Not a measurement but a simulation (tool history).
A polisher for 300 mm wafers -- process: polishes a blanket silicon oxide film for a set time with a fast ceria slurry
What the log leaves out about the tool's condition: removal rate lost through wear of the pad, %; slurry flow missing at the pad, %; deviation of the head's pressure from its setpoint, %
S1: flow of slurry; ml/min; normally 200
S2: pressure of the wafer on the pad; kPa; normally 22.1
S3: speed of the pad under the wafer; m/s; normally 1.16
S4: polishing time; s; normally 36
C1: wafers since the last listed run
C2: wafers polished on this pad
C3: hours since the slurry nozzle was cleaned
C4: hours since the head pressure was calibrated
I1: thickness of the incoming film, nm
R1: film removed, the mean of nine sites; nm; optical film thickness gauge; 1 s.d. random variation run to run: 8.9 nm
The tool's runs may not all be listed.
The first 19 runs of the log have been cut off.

{"hour": 1456.8, "done": "head pressure recalibrated"}
{"run": 20, "hour": 1484.2, "S1": 200, "S2": 22.1, "S3": 1.16, "S4": 36, "C1": 752, "C2": 1811, "C3": 371.0, "C4": 27.4, "I1": 2114.9, "R1": 769.3}
{"run": 21, "hour": 1545.1, "S1": 200, "S2": 22.1, "S3": 1.16, "S4": 25, "C1": 479, "C2": 2290, "C3": 431.9, "C4": 88.3, "I1": 2121.8, "R1": 526.9}
{"run": 22, "hour": 1638.8, "S1": 220, "S2": 22.1, "S3": 0.9, "S4": 36, "C1": 737, "C2": 3028, "C3": 525.6, "C4": 182.0, "I1": 2074.3, "R1": 594.6}
{"run": 23, "hour": 1680.6, "S1": 200, "S2": 22.1, "S3": 1.16, "S4": 36, "C1": 328, "C2": 3357, "C3": 567.4, "C4": 223.8, "I1": 2082.7, "R1": 760.5}
{"hour": 1777.1, "done": "slurry nozzle cleaned"}
{"hour": 1865.3, "done": "worn pad replaced by a new one"}
{"run": 24, "hour": 1934.6, "S1": 200, "S2": 22.1, "S3": 1.56, "S4": 36, "C1": 1959, "C2": 545, "C3": 157.5, "C4": 477.8, "I1": 2117.3, "R1": 971.9}
{"run": 25, "hour": 2019.7, "S1": 160, "S2": 27.6, "S3": 1.16, "S4": 46, "C1": 669, "C2": 1214, "C3": 242.6, "C4": 562.9, "I1": 2085.5, "R1": 1168.0}
{"run": 26, "hour": 2074.2, "S1": 200, "S2": 16.5, "S3": 1.16, "S4": 36, "C1": 428, "C2": 1643, "C3": 297.1, "C4": 617.4, "I1": 2082.8, "R1": 563.2}
{"hour": 2142.3, "done": "head pressure recalibrated"}
{"run": 27, "hour": 2152.6, "S1": 170, "S2": 22.1, "S3": 1.16, "S4": 36, "C1": 601, "C2": 2244, "C3": 375.5, "C4": 10.3, "I1": 2092.7, "R1": 734.6}
{"run": 28, "hour": 2241.3, "S1": 240, "S2": 22.1, "S3": 0.94, "S4": 48, "C1": 698, "C2": 2943, "C3": 464.2, "C4": 99.0, "I1": 2111.8, "R1": 843.8}
{"run": 29, "hour": 2319.4, "S1": 245, "S2": 26.2, "S3": 1.54, "S4": 32, "C1": 614, "C2": 3557, "C3": 542.3, "C4": 177.1, "I1": 2095.7, "R1": 1064.2}
{"run": 30, "hour": 2423.2, "S1": 240, "S2": 20.0, "S3": 0.94, "S4": 27, "C1": 816, "C2": 4374, "C3": 646.1, "C4": 280.9, "I1": 2097.4, "R1": 427.0}
{"hour": 2480.7, "done": "worn pad replaced by a new one"}
{"run": 31, "hour": 2527.3, "S1": 255, "S2": 24.8, "S3": 1.16, "S4": 32, "C1": 787, "C2": 366, "C3": 750.2, "C4": 385.0, "I1": 2104.7, "R1": 781.6}
{"hour": 2529.7, "done": "slurry nozzle cleaned"}
{"run": 32, "hour": 2568.8, "S1": 245, "S2": 26.2, "S3": 1.54, "S4": 32, "C1": 318, "C2": 685, "C3": 39.1, "C4": 426.5, "I1": 2089.6, "R1": 1063.3}
{"run": 33, "hour": 2625.6, "S1": 200, "S2": 22.1, "S3": 1.16, "S4": 36, "C1": 447, "C2": 1132, "C3": 95.9, "C4": 483.3, "I1": 2124.3, "R1": 745.8}
{"run": 34, "hour": 2694.7, "S1": 200, "S2": 20.0, "S3": 1.16, "S4": 36, "C1": 543, "C2": 1676, "C3": 165.0, "C4": 552.4, "I1": 2068.9, "R1": 682.5}
{"hour": 2716.3, "done": "head pressure recalibrated"}
{"run": 35, "hour": 2737.0, "S1": 200, "S2": 22.1, "S3": 1.16, "S4": 31, "C1": 317, "C2": 1993, "C3": 207.3, "C4": 20.7, "I1": 2083.3, "R1": 646.9}
{"run": 36, "hour": 2791.6, "S1": 155, "S2": 28.3, "S3": 1.3, "S4": 26, "C1": 429, "C2": 2423, "C3": 261.9, "C4": 75.3, "I1": 2135.5, "R1": 740.8}

Here are 5 independent what-if runs from the current tool condition. What would each one return?
{"run": "A", "hour": 2792.0, "S1": 200, "S2": 22.1, "S3": 1.16, "S4": 36, "C1": 3, "C2": 2426, "C3": 262.3, "C4": 75.7, "I1": 2069.7, "R1": "?"}
{"run": "B", "hour": 2792.0, "S1": 200, "S2": 17.9, "S3": 1.16, "S4": 25, "C1": 3, "C2": 2426, "C3": 262.3, "C4": 75.7, "I1": 2069.7, "R1": "?"}
{"run": "C", "hour": 2792.0, "S1": 200, "S2": 22.1, "S3": 0.82, "S4": 36, "C1": 3, "C2": 2426, "C3": 262.3, "C4": 75.7, "I1": 2069.7, "R1": "?"}
{"run": "D", "hour": 2792.0, "S1": 200, "S2": 22.1, "S3": 0.86, "S4": 36, "C1": 3, "C2": 2426, "C3": 262.3, "C4": 75.7, "I1": 2069.7, "R1": "?"}
{"run": "E", "hour": 2792.0, "S1": 245, "S2": 17.9, "S3": 1.28, "S4": 25, "C1": 3, "C2": 2426, "C3": 262.3, "C4": 75.7, "I1": 2069.7, "R1": "?"}

run=A R1=754.1
run=B R1=425.5
run=C R1=539.4
run=D R1=564.7
run=E R1=480.4
With the hidden condition removed and each run's random variation left untouched, the same runs would have given:
run=A R1=754.1
run=B R1=425.5
run=C R1=539.4
run=D R1=564.7
run=E R1=480.4
